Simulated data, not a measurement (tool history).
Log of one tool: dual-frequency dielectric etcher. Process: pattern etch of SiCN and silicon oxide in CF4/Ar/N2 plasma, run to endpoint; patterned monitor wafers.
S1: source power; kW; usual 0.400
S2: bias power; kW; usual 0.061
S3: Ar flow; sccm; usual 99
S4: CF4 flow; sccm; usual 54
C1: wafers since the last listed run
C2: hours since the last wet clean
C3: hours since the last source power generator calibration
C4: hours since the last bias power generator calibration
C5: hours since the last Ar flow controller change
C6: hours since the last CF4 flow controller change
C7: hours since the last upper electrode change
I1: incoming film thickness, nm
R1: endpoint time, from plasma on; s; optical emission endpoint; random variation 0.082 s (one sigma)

{"run": 1, "day": 0.0, "S1": 0.32, "S2": 0.061, "S3": 99, "S4": 54, "C1": 0, "C2": 336.2, "C3": 3244.0, "C4": 3441.6, "C5": 3449.1, "C6": 4230.6, "C7": 2006.9, "I1": 11.28, "R1": 20.7}
{"run": 2, "day": 1.104, "S1": 0.4, "S2": 0.061, "S3": 112, "S4": 54, "C1": 307, "C2": 362.7, "C3": 3270.5, "C4": 3468.1, "C5": 3475.6, "C6": 4257.1, "C7": 2033.4, "I1": 11.32, "R1": 16.7}
{"run": 3, "day": 1.771, "S1": 0.4, "S2": 0.067, "S3": 99, "S4": 54, "C1": 185, "C2": 378.7, "C3": 3286.5, "C4": 3484.1, "C5": 3491.6, "C6": 4273.1, "C7": 2049.4, "I1": 11.41, "R1": 15.7}
{"run": 4, "day": 2.562, "S1": 0.4, "S2": 0.067, "S3": 99, "S4": 54, "C1": 220, "C2": 397.7, "C3": 3305.5, "C4": 3503.1, "C5": 3510.6, "C6": 4292.1, "C7": 2068.4, "I1": 11.42, "R1": 15.5}
{"run": 5, "day": 3.971, "S1": 0.4, "S2": 0.067, "S3": 99, "S4": 54, "C1": 392, "C2": 431.5, "C3": 3339.3, "C4": 3536.9, "C5": 3544.4, "C6": 4325.9, "C7": 2102.2, "I1": 11.5, "R1": 15.7}
{"run": 6, "day": 4.604, "S1": 0.4, "S2": 0.052, "S3": 99, "S4": 54, "C1": 176, "C2": 446.7, "C3": 3354.5, "C4": 3552.1, "C5": 3559.6, "C6": 4341.1, "C7": 2117.4, "I1": 11.43, "R1": 17.5}
{"run": 7, "day": 5.817, "S1": 0.4, "S2": 0.061, "S3": 99, "S4": 54, "C1": 337, "C2": 475.8, "C3": 3383.6, "C4": 3581.2, "C5": 3588.7, "C6": 4370.2, "C7": 2146.5, "I1": 11.42, "R1": 16.3}
{"day": 7.554, "done": "source power generator calibrated"}
{"day": 8.083, "done": "wet clean of the chamber"}
{"run": 8, "day": 8.104, "S1": 0.4, "S2": 0.061, "S3": 99, "S4": 54, "C1": 442, "C2": 0.5, "C3": 13.2, "C4": 3636.1, "C5": 3643.6, "C6": 4425.1, "C7": 2201.4, "I1": 11.38, "R1": 17.2}
{"run": 9, "day": 8.117, "S1": 0.4, "S2": 0.061, "S3": 99, "S4": 54, "C1": 3, "C2": 0.8, "C3": 13.5, "C4": 3636.4, "C5": 3643.9, "C6": 4425.4, "C7": 2201.7, "I1": 11.42, "R1": 17.3}
{"day": 9.521, "done": "upper electrode replaced"}
{"run": 10, "day": 9.542, "S1": 0.4, "S2": 0.061, "S3": 99, "S4": 54, "C1": 118, "C2": 35.0, "C3": 47.7, "C4": 3670.6, "C5": 3678.1, "C6": 4459.6, "C7": 0.5, "I1": 11.5, "R1": 17.2}
{"run": 11, "day": 9.658, "S1": 0.4, "S2": 0.067, "S3": 99, "S4": 54, "C1": 32, "C2": 37.8, "C3": 50.5, "C4": 3673.4, "C5": 3680.9, "C6": 4462.4, "C7": 3.3, "I1": 11.38, "R1": 16.3}
{"run": 12, "day": 10.454, "S1": 0.43, "S2": 0.061, "S3": 99, "S4": 54, "C1": 221, "C2": 56.9, "C3": 69.6, "C4": 3692.5, "C5": 3700.0, "C6": 4481.5, "C7": 22.4, "I1": 11.53, "R1": 16.0}
{"day": 12.658, "done": "Ar flow controller replaced"}
{"run": 13, "day": 12.679, "S1": 0.4, "S2": 0.052, "S3": 99, "S4": 54, "C1": 550, "C2": 110.3, "C3": 123.0, "C4": 3745.9, "C5": 0.5, "C6": 4534.9, "C7": 75.8, "I1": 11.39, "R1": 18.3}
{"run": 14, "day": 13.354, "S1": 0.4, "S2": 0.074, "S3": 99, "S4": 54, "C1": 188, "C2": 126.5, "C3": 139.2, "C4": 3762.1, "C5": 16.7, "C6": 4551.1, "C7": 92.0, "I1": 11.39, "R1": 15.4}
{"run": 15, "day": 14.621, "S1": 0.4, "S2": 0.061, "S3": 99, "S4": 54, "C1": 352, "C2": 156.9, "C3": 169.6, "C4": 3792.5, "C5": 47.1, "C6": 4581.5, "C7": 122.4, "I1": 11.42, "R1": 17.0}
{"day": 16.171, "done": "bias power generator calibrated"}
{"run": 16, "day": 16.192, "S1": 0.4, "S2": 0.061, "S3": 99, "S4": 62, "C1": 391, "C2": 194.6, "C3": 207.3, "C4": 0.5, "C5": 84.8, "C6": 4619.2, "C7": 160.1, "I1": 11.27, "R1": 16.2}
{"run": 17, "day": 16.854, "S1": 0.4, "S2": 0.065, "S3": 90, "S4": 54, "C1": 184, "C2": 210.5, "C3": 223.2, "C4": 16.4, "C5": 100.7, "C6": 4635.1, "C7": 176.0, "I1": 11.34, "R1": 16.1}
{"day": 18.446, "done": "CF4 flow controller replaced"}
{"run": 18, "day": 20.054, "S1": 0.4, "S2": 0.052, "S3": 99, "S4": 54, "C1": 821, "C2": 287.3, "C3": 300.0, "C4": 93.2, "C5": 177.5, "C6": 38.6, "C7": 252.8, "I1": 11.44, "R1": 17.8}
{"run": 19, "day": 21.496, "S1": 0.32, "S2": 0.069, "S3": 122, "S4": 48, "C1": 401, "C2": 321.9, "C3": 334.6, "C4": 127.8, "C5": 212.1, "C6": 73.2, "C7": 287.4, "I1": 11.34, "R1": 20.7}
{"run": 20, "day": 22.375, "S1": 0.34, "S2": 0.073, "S3": 123, "S4": 66, "C1": 244, "C2": 343.0, "C3": 355.7, "C4": 148.9, "C5": 233.2, "C6": 94.3, "C7": 308.5, "I1": 11.3, "R1": 17.9}
{"run": 21, "day": 23.712, "S1": 0.4, "S2": 0.066, "S3": 99, "S4": 44, "C1": 372, "C2": 375.1, "C3": 387.8, "C4": 181.0, "C5": 265.3, "C6": 126.4, "C7": 340.6, "I1": 11.34, "R1": 16.2}

Forecast each of these 5 alternatives for the next run:
{"run": "A", "day": 23.729, "S1": 0.4, "S2": 0.07, "S3": 99, "S4": 54, "C1": 4, "C2": 375.5, "C3": 388.2, "C4": 181.4, "C5": 265.7, "C6": 126.8, "C7": 341.0, "I1": 11.42, "R1": "?"}
{"run": "B", "day": 23.729, "S1": 0.4, "S2": 0.061, "S3": 81, "S4": 66, "C1": 4, "C2": 375.5, "C3": 388.2, "C4": 181.4, "C5": 265.7, "C6": 126.8, "C7": 341.0, "I1": 11.42, "R1": "?"}
{"run": "C", "day": 23.729, "S1": 0.4, "S2": 0.05, "S3": 99, "S4": 54, "C1": 4, "C2": 375.5, "C3": 388.2, "C4": 181.4, "C5": 265.7, "C6": 126.8, "C7": 341.0, "I1": 11.42, "R1": "?"}
{"run": "D", "day": 23.729, "S1": 0.49, "S2": 0.061, "S3": 78, "S4": 50, "C1": 4, "C2": 375.5, "C3": 388.2, "C4": 181.4, "C5": 265.7, "C6": 126.8, "C7": 341.0, "I1": 11.42, "R1": "?"}
{"run": "E", "day": 23.729, "S1": 0.31, "S2": 0.061, "S3": 113, "S4": 54, "C1": 4, "C2": 375.5, "C3": 388.2, "C4": 181.4, "C5": 265.7, "C6": 126.8, "C7": 341.0, "I1": 11.42, "R1": "?"}

run=A R1=15.5
run=B R1=15.6
run=C R1=18.1
run=D R1=13.1
run=E R1=22.2
Without the tool's hidden state the same runs would have given:
run=A R1=16.1
run=B R1=16.2
run=C R1=18.8
run=D R1=13.5
run=E R1=23.0
